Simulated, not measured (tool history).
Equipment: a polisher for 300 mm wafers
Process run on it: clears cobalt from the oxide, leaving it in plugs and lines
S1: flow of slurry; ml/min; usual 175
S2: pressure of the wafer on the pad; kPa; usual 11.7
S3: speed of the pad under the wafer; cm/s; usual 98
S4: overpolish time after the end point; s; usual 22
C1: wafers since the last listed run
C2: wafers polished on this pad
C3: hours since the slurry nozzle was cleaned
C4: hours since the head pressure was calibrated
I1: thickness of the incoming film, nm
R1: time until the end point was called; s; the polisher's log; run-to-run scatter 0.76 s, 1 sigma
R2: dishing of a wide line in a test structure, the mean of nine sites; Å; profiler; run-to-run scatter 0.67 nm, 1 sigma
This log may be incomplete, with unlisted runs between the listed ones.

| run | hour | S1 | S2 | S3 | S4 | C1 | C2 | C3 | C4 | I1 | R1 | R2 |
|---|---|---|---|---|---|---|---|---|---|---|---|---|
| 1 | 0.0 | 175 | 11.7 | 98 | 22 | 0 | 1499 | 19.4 | 294.7 | 393.3 | 86.6 | 461 |
| 2 | 54.1 | 175 | 11.7 | 98 | 22 | 432 | 1931 | 73.5 | 348.8 | 389.9 | 85.8 | 478 |
| 3 | 132.7 | 175 | 11.7 | 98 | 22 | 628 | 2559 | 152.1 | 427.4 | 384.0 | 88.6 | 470 |
| 4 | 210.4 | 175 | 11.7 | 98 | 25 | 620 | 3180 | 229.8 | 505.1 | 391.1 | 91.1 | 505 |
|  | 259.3 | worn pad replaced by a new one |
| 5 | 269.4 | 175 | 11.7 | 98 | 22 | 439 | 80 | 288.8 | 564.1 | 386.4 | 90.9 | 460 |
| 6 | 305.7 | 175 | 11.7 | 98 | 22 | 290 | 370 | 325.1 | 600.4 | 398.5 | 94.1 | 471 |
|  | 366.1 | slurry nozzle cleaned |
| 7 | 370.8 | 175 | 11.7 | 98 | 22 | 512 | 882 | 4.7 | 665.5 | 388.4 | 85.2 | 478 |
|  | 396.0 | head pressure recalibrated |
| 8 | 454.1 | 220 | 11.7 | 72 | 22 | 649 | 1532 | 88.0 | 58.1 | 392.0 | 113.0 | 417 |
| 9 | 493.2 | 220 | 11.7 | 72 | 22 | 312 | 1844 | 127.1 | 97.2 | 397.0 | 116.0 | 428 |
| 10 | 626.2 | 220 | 11.7 | 72 | 22 | 1062 | 2907 | 260.1 | 230.2 | 392.7 | 117.3 | 415 |
|  | 711.9 | worn pad replaced by a new one |
| 11 | 712.4 | 175 | 11.7 | 98 | 22 | 656 | 4 | 346.3 | 316.4 | 393.0 | 92.6 | 469 |
|  | 743.8 | slurry nozzle cleaned |
| 12 | 812.3 | 175 | 11.7 | 98 | 22 | 790 | 794 | 68.5 | 416.3 | 391.2 | 87.9 | 475 |
| 13 | 877.8 | 175 | 11.7 | 98 | 22 | 523 | 1317 | 134.0 | 481.8 | 388.6 | 86.5 | 468 |
| 14 | 921.0 | 175 | 11.7 | 98 | 22 | 345 | 1662 | 177.2 | 525.0 | 398.2 | 89.8 | 478 |
| 15 | 997.3 | 175 | 11.7 | 98 | 22 | 609 | 2272 | 253.5 | 601.3 | 386.0 | 87.9 | 475 |
| 16 | 1058.6 | 175 | 11.7 | 98 | 22 | 489 | 2762 | 314.8 | 662.6 | 389.1 | 90.0 | 473 |
| 17 | 1101.7 | 175 | 14.5 | 80 | 22 | 344 | 3106 | 357.9 | 705.7 | 392.7 | 95.3 | 468 |
|  | 1112.9 | worn pad replaced by a new one |
| 18 | 1149.4 | 140 | 13.8 | 128 | 9 | 349 | 291 | 405.6 | 753.4 | 390.0 | 65.9 | 342 |
| 19 | 1186.8 | 175 | 14.5 | 116 | 22 | 298 | 590 | 443.0 | 790.8 | 394.5 | 67.8 | 510 |
|  | 1194.2 | head pressure recalibrated |
|  | 1199.1 | slurry nozzle cleaned |
| 20 | 1291.8 | 175 | 11.7 | 98 | 22 | 814 | 1405 | 92.7 | 97.6 | 398.3 | 87.7 | 466 |
| 21 | 1349.7 | 195 | 10.3 | 116 | 22 | 462 | 1867 | 150.6 | 155.5 | 389.9 | 79.6 | 476 |
| 22 | 1453.9 | 175 | 13.8 | 98 | 22 | 832 | 2700 | 254.8 | 259.7 | 392.1 | 77.4 | 502 |
| 23 | 1493.4 | 215 | 11.7 | 98 | 22 | 315 | 3015 | 294.3 | 299.2 | 391.5 | 86.8 | 476 |
|  | 1529.0 | worn pad replaced by a new one |
|  | 1577.0 | slurry nozzle cleaned |
| 24 | 1595.3 | 190 | 9.7 | 78 | 32 | 774 | 521 | 18.3 | 401.1 | 389.1 | 123.3 | 471 |
| 25 | 1655.4 | 175 | 11.7 | 98 | 22 | 480 | 1001 | 78.4 | 461.2 | 394.7 | 87.4 | 463 |
| 26 | 1725.1 | 175 | 11.7 | 122 | 22 | 556 | 1558 | 148.1 | 530.9 | 392.3 | 72.5 | 507 |
| 27 | 1799.6 | 175 | 10.3 | 98 | 32 | 595 | 2154 | 222.6 | 605.4 | 389.0 | 99.2 | 522 |
| 28 | 1861.0 | 125 | 10.3 | 120 | 31 | 490 | 2644 | 284.0 | 666.8 | 397.3 | 92.0 | 515 |
| 29 | 1963.3 | 205 | 11.7 | 114 | 15 | 817 | 3461 | 386.3 | 769.1 | 395.2 | 79.9 | 418 |
|  | 1969.1 | slurry nozzle cleaned |
|  | 1981.8 | worn pad replaced by a new one |
|  | 2007.5 | head pressure recalibrated |
| 30 | 2036.0 | 205 | 11.7 | 98 | 22 | 524 | 417 | 66.9 | 28.5 | 389.0 | 84.7 | 485 |
| 31 | 2099.5 | 175 | 11.7 | 98 | 29 | 507 | 924 | 130.4 | 92.0 | 386.0 | 87.5 | 507 |

Below are 3 alternative next runs, each starting from the tool's condition after run 31. Predict each:
| A | 2100.0 | 175 | 11.7 | 98 | 22 | 3 | 928 | 130.9 | 92.5 | 390.7 | ? | ? |
| B | 2100.0 | 155 | 11.7 | 116 | 22 | 3 | 928 | 130.9 | 92.5 | 390.7 | ? | ? |
| C | 2100.0 | 175 | 15.2 | 98 | 22 | 3 | 928 | 130.9 | 92.5 | 390.7 | ? | ? |

| run | R1 | R2 |
|---|---|---|
| A | 87.1 | 472 |
| B | 75.3 | 494 |
| C | 70.4 | 504 |
Without the tool's unlogged condition, the same runs would have read:
| run | R1 | R2 |
|---|---|---|
| A | 84.4 | 477 |
| B | 72.7 | 499 |
| C | 68.3 | 508 |
